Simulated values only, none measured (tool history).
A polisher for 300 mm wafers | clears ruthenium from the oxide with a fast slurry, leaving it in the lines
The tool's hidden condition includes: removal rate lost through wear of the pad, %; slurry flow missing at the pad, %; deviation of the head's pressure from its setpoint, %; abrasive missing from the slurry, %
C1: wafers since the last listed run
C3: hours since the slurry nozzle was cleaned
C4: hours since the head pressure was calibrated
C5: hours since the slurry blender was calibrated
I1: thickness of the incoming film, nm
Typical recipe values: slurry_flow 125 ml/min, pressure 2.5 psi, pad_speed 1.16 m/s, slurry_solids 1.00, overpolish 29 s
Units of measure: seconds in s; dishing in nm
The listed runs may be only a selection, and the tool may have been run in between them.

run 1 hour=0.0 | slurry_flow=150 pressure=3.1 pad_speed=1.16 slurry_solids=1.00 overpolish=29 | C1=0 wafers_polished_on_this_pad=1005 C3=351.6 C4=1019.7 C5=367.2 | I1=257.4 | seconds=42.3 dishing=125.4
-- hour=16.6 slurry blender recalibrated
-- hour=33.6 worn pad replaced by a new one
run 2 hour=34.1 | slurry_flow=150 pressure=3.1 pad_speed=1.16 slurry_solids=1.00 overpolish=29 | C1=301 wafers_polished_on_this_pad=4 C3=385.7 C4=1053.8 C5=17.5 | I1=257.9 | seconds=42.6 dishing=125.9
run 3 hour=69.1 | slurry_flow=150 pressure=3.1 pad_speed=1.16 slurry_solids=1.00 overpolish=29 | C1=375 wafers_polished_on_this_pad=379 C3=420.7 C4=1088.8 C5=52.5 | I1=261.4 | seconds=42.6 dishing=126.6
run 4 hour=88.5 | slurry_flow=125 pressure=2.5 pad_speed=1.16 slurry_solids=1.00 overpolish=29 | C1=207 wafers_polished_on_this_pad=587 C3=440.1 C4=1108.2 C5=71.9 | I1=261.1 | seconds=54.9 dishing=101.8
run 5 hour=105.9 | slurry_flow=125 pressure=2.5 pad_speed=1.16 slurry_solids=1.00 overpolish=29 | C1=186 wafers_polished_on_this_pad=774 C3=457.5 C4=1125.6 C5=89.3 | I1=258.8 | seconds=55.7 dishing=100.8
run 6 hour=131.3 | slurry_flow=125 pressure=2.5 pad_speed=1.16 slurry_solids=1.00 overpolish=29 | C1=272 wafers_polished_on_this_pad=1046 C3=482.9 C4=1151.0 C5=114.7 | I1=265.0 | seconds=56.6 dishing=102.2
run 7 hour=159.5 | slurry_flow=125 pressure=2.5 pad_speed=1.16 slurry_solids=1.00 overpolish=29 | C1=302 wafers_polished_on_this_pad=1348 C3=511.1 C4=1179.2 C5=142.9 | I1=259.7 | seconds=56.8 dishing=101.2
-- hour=183.6 worn pad replaced by a new one
run 8 hour=184.1 | slurry_flow=125 pressure=2.5 pad_speed=1.16 slurry_solids=1.00 overpolish=29 | C1=220 wafers_polished_on_this_pad=5 C3=535.7 C4=1203.8 C5=167.5 | I1=259.1 | seconds=55.9 dishing=99.3
run 9 hour=196.1 | slurry_flow=125 pressure=2.5 pad_speed=1.16 slurry_solids=1.00 overpolish=29 | C1=128 wafers_polished_on_this_pad=133 C3=547.7 C4=1215.8 C5=179.5 | I1=261.7 | seconds=58.7 dishing=97.4
run 10 hour=214.4 | slurry_flow=125 pressure=2.5 pad_speed=1.16 slurry_solids=1.00 overpolish=29 | C1=196 wafers_polished_on_this_pad=329 C3=566.0 C4=1234.1 C5=197.8 | I1=263.5 | seconds=57.2 dishing=99.3
run 11 hour=232.2 | slurry_flow=125 pressure=2.5 pad_speed=1.16 slurry_solids=1.00 overpolish=29 | C1=190 wafers_polished_on_this_pad=520 C3=583.8 C4=1251.9 C5=215.6 | I1=255.5 | seconds=56.7 dishing=101.5
run 12 hour=261.3 | slurry_flow=125 pressure=2.5 pad_speed=1.16 slurry_solids=1.00 overpolish=29 | C1=311 wafers_polished_on_this_pad=832 C3=612.9 C4=1281.0 C5=244.7 | I1=260.4 | seconds=57.7 dishing=97.4
run 13 hour=292.1 | slurry_flow=90 pressure=2.5 pad_speed=1.16 slurry_solids=1.00 overpolish=29 | C1=330 wafers_polished_on_this_pad=1162 C3=643.7 C4=1311.8 C5=275.5 | I1=258.4 | seconds=65.5 dishing=85.9
-- hour=304.4 worn pad replaced by a new one
-- hour=319.5 slurry blender recalibrated
run 14 hour=320.0 | slurry_flow=145 pressure=2.5 pad_speed=1.16 slurry_solids=1.00 overpolish=43 | C1=234 wafers_polished_on_this_pad=145 C3=671.6 C4=1339.7 C5=0.5 | I1=261.3 | seconds=57.0 dishing=130.7
run 15 hour=335.5 | slurry_flow=125 pressure=1.6 pad_speed=1.16 slurry_solids=0.75 overpolish=29 | C1=166 wafers_polished_on_this_pad=311 C3=687.1 C4=1355.2 C5=16.0 | I1=255.4 | seconds=106.2 dishing=57.9
run 16 hour=366.7 | slurry_flow=125 pressure=2.5 pad_speed=1.16 slurry_solids=1.00 overpolish=29 | C1=334 wafers_polished_on_this_pad=645 C3=718.3 C4=1386.4 C5=47.2 | I1=256.6 | seconds=61.1 dishing=92.6
run 17 hour=400.3 | slurry_flow=125 pressure=2.5 pad_speed=1.16 slurry_solids=1.10 overpolish=29 | C1=360 wafers_polished_on_this_pad=1005 C3=751.9 C4=1420.0 C5=80.8 | I1=257.2 | seconds=59.2 dishing=93.7
-- hour=431.7 head pressure recalibrated
-- hour=438.6 worn pad replaced by a new one
-- hour=443.7 slurry nozzle cleaned
run 18 hour=451.2 | slurry_flow=125 pressure=2.5 pad_speed=1.16 slurry_solids=1.00 overpolish=29 | C1=470 wafers_polished_on_this_pad=124 C3=7.5 C4=19.5 C5=131.7 | I1=260.8 | seconds=54.3 dishing=105.0
run 19 hour=470.1 | slurry_flow=125 pressure=2.5 pad_speed=1.16 slurry_solids=0.90 overpolish=29 | C1=202 wafers_polished_on_this_pad=326 C3=26.4 C4=38.4 C5=150.6 | I1=257.9 | seconds=54.5 dishing=99.0
run 20 hour=487.6 | slurry_flow=125 pressure=2.5 pad_speed=1.46 slurry_solids=1.00 overpolish=41 | C1=187 wafers_polished_on_this_pad=514 C3=43.9 C4=55.9 C5=168.1 | I1=260.1 | seconds=45.2 dishing=151.3
run 21 hour=520.6 | slurry_flow=90 pressure=2.8 pad_speed=0.86 slurry_solids=1.00 overpolish=20 | C1=353 wafers_polished_on_this_pad=867 C3=76.9 C4=88.9 C5=201.1 | I1=261.2 | seconds=64.7 dishing=64.6
run 22 hour=554.9 | slurry_flow=140 pressure=2.5 pad_speed=1.16 slurry_solids=1.00 overpolish=38 | C1=367 wafers_polished_on_this_pad=1235 C3=111.2 C4=123.2 C5=235.4 | I1=260.2 | seconds=52.1 dishing=130.7
run 23 hour=575.6 | slurry_flow=125 pressure=2.5 pad_speed=1.16 slurry_solids=1.00 overpolish=29 | C1=221 wafers_polished_on_this_pad=1457 C3=131.9 C4=143.9 C5=256.1 | I1=258.9 | seconds=53.9 dishing=104.0

What differs in the tool's unlogged condition from the final listed run ahead of each entry between runs to the first listed run following it?
Run 1 -> run 2: slurry blender recalibrated (hour 16.6); worn pad replaced by a new one (hour 33.6)
  slurry flow missing at the pad, %: 10.9 -> 12.6
  measured value less the no-hidden-state value, seconds: +1.0 -> +1.2 s; dishing: -2.2 -> -2.6 nm
Run 7 -> run 8: worn pad replaced by a new one (hour 183.6)
  slurry flow missing at the pad, %: 20.3 -> 22
  measured value less the no-hidden-state value, seconds: +3.2 -> +3.5 s; dishing: -4.9 -> -5.4 nm
Run 13 -> run 14: worn pad replaced by a new one (hour 304.4); slurry blender recalibrated (hour 319.5)
  slurry flow missing at the pad, %: 30.8 -> 33.3
  measured value less the no-hidden-state value, seconds: +8.6 -> +5.5 s; dishing: -10.7 -> -9.8 nm
Run 17 -> run 18: head pressure recalibrated (hour 431.7); worn pad replaced by a new one (hour 438.6); slurry nozzle cleaned (hour 443.7)
  slurry flow missing at the pad, %: 41.1 -> 4.15
  measured value less the no-hidden-state value, seconds: +8.9 -> +0.5 s; dishing: -13.2 -> -0.8 nm

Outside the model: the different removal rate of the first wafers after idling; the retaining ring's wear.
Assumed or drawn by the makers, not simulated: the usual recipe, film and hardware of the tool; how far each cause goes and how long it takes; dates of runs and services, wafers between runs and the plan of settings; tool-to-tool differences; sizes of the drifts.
